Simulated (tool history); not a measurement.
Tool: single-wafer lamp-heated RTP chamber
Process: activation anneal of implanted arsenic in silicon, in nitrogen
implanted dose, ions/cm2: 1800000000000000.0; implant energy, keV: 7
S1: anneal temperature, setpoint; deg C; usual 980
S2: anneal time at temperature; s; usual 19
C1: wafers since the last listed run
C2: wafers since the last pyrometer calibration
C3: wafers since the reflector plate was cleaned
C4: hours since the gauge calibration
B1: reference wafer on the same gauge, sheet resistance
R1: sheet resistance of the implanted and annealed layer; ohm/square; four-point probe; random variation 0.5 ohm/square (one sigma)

run 1 day=0 | S1=980 S2=19 | C1=0 C2=1285 C3=5725 C4=143.3 | B1=143.09 | R1=146.74
run 2 day=2.154 | S1=967 S2=19 | C1=474 C2=1759 C3=6200 C4=195 | B1=142.85 | R1=158.63
run 3 day=6.579 | S1=967 S2=19 | C1=975 C2=2735 C3=7175 C4=301.2 | B1=142.95 | R1=157.03
run 4 day=10.188 | S1=980 S2=23 | C1=795 C2=3530 C3=7971 C4=387.8 | B1=142.89 | R1=135.7
-- day=10.954 pyrometer window cleaned and pyrometer calibrated
run 5 day=12.742 | S1=980 S2=23 | C1=489 C2=393 C3=8460 C4=449.1 | B1=143.05 | R1=139.28
run 6 day=14.988 | S1=980 S2=19 | C1=495 C2=889 C3=8955 C4=503 | B1=142.98 | R1=146.21
run 7 day=17.858 | S1=995 S2=19 | C1=632 C2=1521 C3=9588 C4=571.9 | B1=142.91 | R1=128.94
run 8 day=19.621 | S1=995 S2=19 | C1=388 C2=1910 C3=9977 C4=614.2 | B1=142.88 | R1=128.68
run 9 day=22.396 | S1=995 S2=19 | C1=611 C2=2521 C3=10588 C4=680.8 | B1=142.85 | R1=128.38
-- day=26.404 pyrometer window cleaned and pyrometer calibrated
run 10 day=26.425 | S1=999 S2=17 | C1=814 C2=4 C3=11403 C4=777.5 | B1=142.92 | R1=130.44
run 11 day=27.95 | S1=999 S2=17 | C1=336 C2=340 C3=11739 C4=814.1 | B1=143 | R1=130.71
run 12 day=29.629 | S1=1000 S2=19 | C1=370 C2=710 C3=12109 C4=854.4 | B1=143.11 | R1=124.22
run 13 day=33.912 | S1=951 S2=13 | C1=944 C2=1654 C3=13053 C4=957.2 | B1=143.2 | R1=184.59
run 14 day=37.625 | S1=996 S2=19 | C1=818 C2=2473 C3=13871 C4=1046.3 | B1=143.17 | R1=125.97
-- day=38.092 reflector plate cleaned
-- day=38.375 gauge calibrated
run 15 day=41.271 | S1=980 S2=8 | C1=730 C2=3203 C3=700 C4=69.5 | B1=143.13 | R1=172.25
-- day=43.192 pyrometer window cleaned and pyrometer calibrated
run 16 day=44.021 | S1=980 S2=10 | C1=532 C2=182 C3=1233 C4=135.5 | B1=143.13 | R1=169.7
run 17 day=47.292 | S1=988 S2=19 | C1=720 C2=903 C3=1954 C4=214 | B1=143.01 | R1=140.21
run 18 day=49.612 | S1=970 S2=19 | C1=511 C2=1414 C3=2465 C4=269.7 | B1=142.96 | R1=157.69
run 19 day=51.8 | S1=980 S2=19 | C1=482 C2=1897 C3=2947 C4=322.2 | B1=142.94 | R1=146.12
run 20 day=56.238 | S1=980 S2=14 | C1=978 C2=2875 C3=3926 C4=428.7 | B1=143.08 | R1=154.91
run 21 day=59.346 | S1=956 S2=13 | C1=685 C2=3560 C3=4611 C4=503.3 | B1=142.99 | R1=179.94
run 22 day=60.996 | S1=999 S2=17 | C1=363 C2=3924 C3=4974 C4=542.9 | B1=142.9 | R1=127.15
-- day=62.25 pyrometer window cleaned and pyrometer calibrated
run 23 day=64.167 | S1=996 S2=26 | C1=625 C2=422 C3=5600 C4=619 | B1=143.02 | R1=121.04
run 24 day=67.612 | S1=988 S2=11 | C1=759 C2=1182 C3=6359 C4=701.7 | B1=143.14 | R1=156.4

Forecast each of these 5 alternatives for the next run:
run A day=67.629 | S1=980 S2=19 | C1=3 C2=1186 C3=6363 C4=702.1 | B1=? | R1=?
run B day=67.629 | S1=965 S2=10 | C1=3 C2=1186 C3=6363 C4=702.1 | B1=? | R1=?
run C day=67.629 | S1=980 S2=28 | C1=3 C2=1186 C3=6363 C4=702.1 | B1=? | R1=?
run D day=67.629 | S1=996 S2=13 | C1=3 C2=1186 C3=6363 C4=702.1 | B1=? | R1=?
run E day=67.629 | S1=980 S2=12 | C1=3 C2=1186 C3=6363 C4=702.1 | B1=? | R1=?

run=A B1=143.08 R1=146.33
run=B B1=143.08 R1=181.33
run=C B1=143.08 R1=133.5
run=D B1=143.08 R1=142.35
run=E B1=143.08 R1=161.1
Without the tool's hidden state the same runs would have given:
run=A R1=149.79
run=B R1=184.36
run=C R1=136.94
run=D R1=145.58
run=E R1=164.41

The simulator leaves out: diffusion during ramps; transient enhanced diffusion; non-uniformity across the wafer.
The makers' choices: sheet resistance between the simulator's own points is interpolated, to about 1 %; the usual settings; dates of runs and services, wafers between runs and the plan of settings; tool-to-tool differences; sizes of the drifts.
